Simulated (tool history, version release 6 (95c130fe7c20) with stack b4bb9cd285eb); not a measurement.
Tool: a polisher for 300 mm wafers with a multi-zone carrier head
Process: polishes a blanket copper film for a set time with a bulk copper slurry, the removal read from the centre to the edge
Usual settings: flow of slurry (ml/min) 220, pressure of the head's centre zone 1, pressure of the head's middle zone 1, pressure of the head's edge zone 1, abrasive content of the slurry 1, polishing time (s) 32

| run | day | flow of slurry (ml/min) | pressure of the head's centre zone | pressure of the head's middle zone | pressure of the head's edge zone | abrasive content of the slurry | polishing time (s) | wafers since the last listed run | wafers polished on this pad | hours since the slurry nozzle was cleaned | hours since the centre zone pressure was calibrated | hours since the edge zone pressure was calibrated | hours since the carrier head's membrane was replaced | incoming thickness of the incoming film, nm | film removed at the wafer's centre (Å) | film removed at mid-radius (Å) | film removed at the wafer's edge (Å) |
|---|---|---|---|---|---|---|---|---|---|---|---|---|---|---|---|---|---|
| 1 | 0 | 260 | 1 | 1 | 1 | 1 | 32 | 0 | 634 | 837.5 | 274.1 | 281.9 | 1366.1 | 4510.6 | 1424 | 1442 | 1421 |
| 2 | 0.521 | 220 | 1 | 1 | 1 | 1 | 32 | 197 | 831 | 850 | 286.6 | 294.4 | 1378.6 | 4579.4 | 1402 | 1436 | 1397 |
|  | 0.85 | worn pad replaced by a new one |
|  | 1.054 | slurry nozzle cleaned |
| 3 | 1.075 | 220 | 1 | 1 | 0.94 | 1 | 32 | 131 | 68 | 0.5 | 299.9 | 307.7 | 1391.9 | 4534.6 | 1464 | 1497 | 1423 |
|  | 1.546 | carrier head's membrane replaced by a new one |
| 4 | 1.567 | 220 | 1 | 1 | 0.94 | 1 | 32 | 107 | 176 | 12.3 | 311.7 | 319.5 | 0.5 | 4644.3 | 1445 | 1470 | 1399 |
| 5 | 1.967 | 220 | 1 | 1 | 0.94 | 1 | 32 | 151 | 327 | 21.9 | 321.3 | 329.1 | 10.1 | 4557.9 | 1427 | 1461 | 1395 |
| 6 | 2.283 | 220 | 1 | 1 | 1 | 0.9 | 32 | 119 | 447 | 29.5 | 328.9 | 336.7 | 17.7 | 4531.7 | 1369 | 1395 | 1366 |
| 7 | 2.754 | 220 | 1 | 1 | 1 | 0.9 | 32 | 178 | 626 | 40.8 | 340.2 | 348 | 29 | 4620.8 | 1364 | 1397 | 1382 |
| 8 | 3.025 | 250 | 1 | 0.89 | 1.1 | 1 | 32 | 102 | 728 | 47.3 | 346.7 | 354.5 | 35.5 | 4565.5 | 1425 | 1311 | 1481 |
| 9 | 3.458 | 285 | 1 | 1 | 1.05 | 0.9 | 32 | 164 | 892 | 57.7 | 357.1 | 364.9 | 45.9 | 4575.9 | 1378 | 1410 | 1412 |
|  | 3.692 | worn pad replaced by a new one |
|  | 3.804 | centre zone pressure recalibrated |
| 10 | 4.058 | 275 | 0.89 | 1 | 1 | 1.3 | 32 | 132 | 106 | 72.1 | 6.1 | 379.3 | 60.3 | 4556.1 | 1426 | 1637 | 1614 |
|  | 4.25 | edge zone pressure recalibrated |
| 11 | 4.496 | 295 | 1 | 1 | 1 | 1 | 22 | 134 | 240 | 82.6 | 16.6 | 5.9 | 70.8 | 4563.9 | 1002 | 1037 | 1011 |
| 12 | 5.067 | 220 | 1 | 1 | 1.05 | 0.9 | 28 | 216 | 457 | 96.3 | 30.3 | 19.6 | 84.5 | 4512.6 | 1183 | 1217 | 1233 |
| 13 | 5.692 | 220 | 1 | 1 | 1 | 1 | 32 | 236 | 693 | 111.3 | 45.3 | 34.6 | 99.5 | 4532.3 | 1416 | 1437 | 1426 |
| 14 | 5.942 | 220 | 1 | 1 | 1 | 1 | 32 | 94 | 788 | 117.3 | 51.3 | 40.6 | 105.5 | 4496.5 | 1443 | 1449 | 1437 |
|  | 6.504 | worn pad replaced by a new one |
| 15 | 6.667 | 220 | 1.12 | 1 | 0.92 | 1 | 27 | 211 | 61 | 134.7 | 68.7 | 58 | 122.9 | 4582.2 | 1408 | 1276 | 1199 |
| 16 | 7.179 | 220 | 1.04 | 1 | 1 | 1 | 32 | 194 | 255 | 147 | 81 | 70.3 | 135.2 | 4530 | 1507 | 1468 | 1457 |
| 17 | 7.575 | 220 | 1 | 1 | 1 | 1 | 32 | 149 | 405 | 156.5 | 90.5 | 79.8 | 144.7 | 4578.2 | 1429 | 1466 | 1429 |
| 18 | 8.192 | 220 | 1.12 | 1 | 1 | 1.15 | 32 | 233 | 639 | 171.3 | 105.3 | 94.6 | 159.5 | 4553.8 | 1664 | 1490 | 1483 |
| 19 | 8.846 | 220 | 1 | 0.93 | 1.12 | 1 | 32 | 247 | 886 | 187 | 121 | 110.3 | 175.2 | 4623.6 | 1401 | 1360 | 1472 |
|  | 9.554 | worn pad replaced by a new one |
| 20 | 9.575 | 200 | 0.92 | 0.96 | 1 | 1 | 32 | 213 | 8 | 204.5 | 138.5 | 127.8 | 192.7 | 4635 | 1371 | 1454 | 1481 |
| 21 | 9.75 | 220 | 1 | 1 | 1 | 0.85 | 32 | 66 | 74 | 208.7 | 142.7 | 132 | 196.9 | 4504.8 | 1396 | 1423 | 1390 |
| 22 | 10.317 | 220 | 1.06 | 1 | 1.09 | 1 | 32 | 214 | 289 | 222.3 | 156.3 | 145.6 | 210.5 | 4606.7 | 1487 | 1456 | 1499 |

3 ways to go on from here, each from the tool as it stands after run 22. What would each give?
| A | 10.333 | 220 | 1 | 1 | 0.89 | 1 | 32 | 6 | 295 | 222.7 | 156.7 | 146 | 210.9 | 4550 | ? | ? | ? |
| B | 10.333 | 195 | 1.05 | 1 | 1 | 1 | 28 | 6 | 295 | 222.7 | 156.7 | 146 | 210.9 | 4550 | ? | ? | ? |
| C | 10.333 | 220 | 1 | 1.08 | 1 | 1.3 | 32 | 6 | 295 | 222.7 | 156.7 | 146 | 210.9 | 4550 | ? | ? | ? |

| run | film removed at the wafer's centre (Å) | film removed at mid-radius (Å) | film removed at the wafer's edge (Å) |
|---|---|---|---|
| A | 1419 | 1468 | 1371 |
| B | 1287 | 1271 | 1258 |
| C | 1532 | 1690 | 1561 |
Without the tool's hidden state the same runs would have given:
| run | film removed at the wafer's centre (Å) | film removed at mid-radius (Å) | film removed at the wafer's edge (Å) |
|---|---|---|---|
| A | 1471 | 1522 | 1422 |
| B | 1335 | 1318 | 1305 |
| C | 1588 | 1752 | 1619 |
